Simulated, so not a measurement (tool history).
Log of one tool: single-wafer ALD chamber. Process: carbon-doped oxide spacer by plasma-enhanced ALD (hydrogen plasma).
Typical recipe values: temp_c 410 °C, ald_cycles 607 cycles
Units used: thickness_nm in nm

run,hour,temp_c,ald_cycles,"read-back reference wafer on the same gauge, thickness_nm",thickness_nm
1,0,398,607,32.095,28.159
2,96.5,410,607,32.078,27.637
3,149.3,419,607,32.122,26.844
4,247.2,419,607,32.109,26.76
5,346.2,419,607,32.093,26.884
6,421,410,607,32.096,27.668
7,525.1,410,639,32.081,29.103
8,570.8,410,566,32.086,25.841
9,671.9,410,566,32.117,25.916
10,732.8,410,566,32.087,25.861
11,774.6,410,607,32.111,27.625
12,812.7,410,607,32.108,27.697
13,879.2,410,607,32.099,27.758
14,1034.7,410,548,32.101,24.875
15,1074.7,410,607,32.084,27.879
# hour 1168.2: gauge calibrated
16,1177.7,410,607,32.092,27.709
17,1223,410,607,32.104,27.707
18,1322.5,410,607,32.101,27.742
19,1412.5,410,539,32.098,24.49
20,1483.9,425,686,32.101,29.762
21,1525.4,410,568,32.097,26.015
22,1589.4,419,607,32.094,26.962
23,1689.5,403,722,32.099,33.426
24,1728.5,417,721,32.095,32.284
25,1833.1,425,718,32.114,31.247
26,1894,410,607,32.085,27.773
# hour 2021.7: thermocouple changed; heater temperature recalibrated
27,2051.8,397,527,32.08,24.512
28,2153.8,424,502,32.103,21.594
29,2209,420,553,32.079,24.155
30,2342.6,423,683,32.105,29.681
31,2381.5,415,546,32.098,24.378
32,2428.5,420,553,32.082,24.323
33,2512.3,403,639,32.108,29.591
34,2602.3,410,607,32.094,27.609
35,2706.4,399,694,32.091,32.222
36,2781.4,410,607,32.109,27.658
37,2831.9,410,540,32.1,24.472
38,2881.3,410,607,32.095,27.754

Predict each of these 4 candidate next runs independently; none follows another, all start after run 38:
A,2882.6,410,607,?,?
B,2882.6,421,607,?,?
C,2882.6,415,607,?,?
D,2882.6,404,537,?,?

run,"read-back reference wafer on the same gauge, thickness_nm",thickness_nm
A,32.114,27.608
B,32.114,26.582
C,32.114,27.142
D,32.114,24.904
Without the tool's unlogged condition, the same runs would have read:
run,thickness_nm
A,27.306
B,26.279
C,26.839
D,24.653
